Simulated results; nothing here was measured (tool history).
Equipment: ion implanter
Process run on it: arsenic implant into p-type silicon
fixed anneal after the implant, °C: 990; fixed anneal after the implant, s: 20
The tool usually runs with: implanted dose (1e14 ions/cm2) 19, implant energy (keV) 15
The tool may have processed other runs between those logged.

| run | hour | implanted dose (1e14 ions/cm2) | implant energy (keV) | read-back reference wafer on the same gauge, sheet resistance | sheet resistance of the implanted and annealed layer (ohm/square) |
|---|---|---|---|---|---|
| 1 | 0 | 17.63 | 18 | 124.89 | 133.44 |
| 2 | 35.5 | 17.63 | 18 | 124.95 | 134.84 |
| 3 | 90.8 | 17.63 | 18 | 125.41 | 134.49 |
| 4 | 156.6 | 17.61 | 15 | 126.04 | 144.22 |
| 5 | 205.3 | 17.61 | 15 | 126.33 | 144.27 |
|  | 221.5 | gauge calibrated |
| 6 | 272.9 | 17.61 | 15 | 122.95 | 139.82 |
| 7 | 331.1 | 19 | 15 | 123.02 | 137.23 |
|  | 340.1 | Faraday cup replaced and dose calibrated |
|  | 344.1 | extraction supply calibrated |
| 8 | 392.9 | 19 | 18.5 | 123.2 | 128.92 |
| 9 | 434.8 | 22.98 | 15 | 123.37 | 134.53 |
| 10 | 471.1 | 22.08 | 20 | 123.45 | 122.89 |
| 11 | 508.7 | 19 | 15 | 123.57 | 138.16 |
| 12 | 561.8 | 19 | 15 | 123.64 | 138.76 |
| 13 | 587.1 | 16.36 | 17 | 123.87 | 136.75 |
| 14 | 643.7 | 21.73 | 15 | 124.07 | 136.95 |

5 options for the next run, each taken on its own from the tool as it stands now. Forecast them:
| A | 644.1 | 19 | 15 | ? | ? |
| B | 644.1 | 19 | 12 | ? | ? |
| C | 644.1 | 16.41 | 11.5 | ? | ? |
| D | 644.1 | 16.64 | 17 | ? | ? |
| E | 644.1 | 24.07 | 10.5 | ? | ? |

| run | read-back reference wafer on the same gauge, sheet resistance | sheet resistance of the implanted and annealed layer (ohm/square) |
|---|---|---|
| A | 123.97 | 139.2 |
| B | 123.97 | 148.04 |
| C | 123.97 | 153.46 |
| D | 123.97 | 136.7 |
| E | 123.97 | 147.44 |
Had the tool no hidden state, the same runs would have come out as:
| run | sheet resistance of the implanted and annealed layer (ohm/square) |
|---|---|
| A | 137.94 |
| B | 146.71 |
| C | 152.07 |
| D | 135.46 |
| E | 146.11 |

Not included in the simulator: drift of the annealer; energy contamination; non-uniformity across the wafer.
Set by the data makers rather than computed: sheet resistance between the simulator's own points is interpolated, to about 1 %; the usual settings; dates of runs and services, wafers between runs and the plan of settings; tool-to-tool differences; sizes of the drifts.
